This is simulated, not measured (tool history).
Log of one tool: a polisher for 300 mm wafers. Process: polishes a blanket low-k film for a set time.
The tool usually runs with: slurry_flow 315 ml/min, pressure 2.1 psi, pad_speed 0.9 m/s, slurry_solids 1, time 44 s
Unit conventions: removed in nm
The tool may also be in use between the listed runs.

run,day,slurry_flow,pressure,pad_speed,slurry_solids,time,"incoming thickness of the incoming film, nm",removed
1,0,315,2.1,0.9,1,55,487.2,26.1
2,1.425,315,2.1,0.9,1,44,476.8,21
3,2.775,315,2.1,0.9,1,44,481.8,20.6
# day 3.15: worn pad replaced by a new one
4,4.167,315,2.1,0.9,1,44,484.5,20.8
5,5.192,315,2.1,0.9,1,44,474,20.2
# day 5.5: conditioning disc replaced and pad reconditioned
# day 7.904: worn pad replaced by a new one
6,8.621,315,2.1,0.9,1,44,470.7,19.8
# day 9.221: slurry blender recalibrated
7,9.242,315,2.1,0.9,1,44,482.4,20.3
# day 9.858: slurry nozzle cleaned
8,10.075,315,2.1,0.9,1.2,44,477.8,24.3
9,11.317,315,2.1,0.9,1.2,44,479.4,23.5
# day 11.517: head pressure recalibrated
10,11.904,315,2.1,0.9,1.2,44,475.2,23.7
# day 12.192: conditioning disc replaced and pad reconditioned
11,12.654,315,2.1,0.9,1,44,475.2,20.9
# day 13.242: worn pad replaced by a new one
12,13.258,385,2.1,1.16,1,30,487.4,18
13,14.133,255,2.4,0.66,1,44,483.6,17.5
14,15.267,315,2.1,0.9,1,31,475.3,15
15,16.758,315,2.1,0.9,1.25,54,481.6,29.1

Run 16 has not been measured yet. What should we expect?
16,17.512,315,2.1,0.9,1,58,477.6,?

Run 16 measured removed 26.9 nm.
Had the tool carried no hidden state, the very same run would have given removed 28 nm.
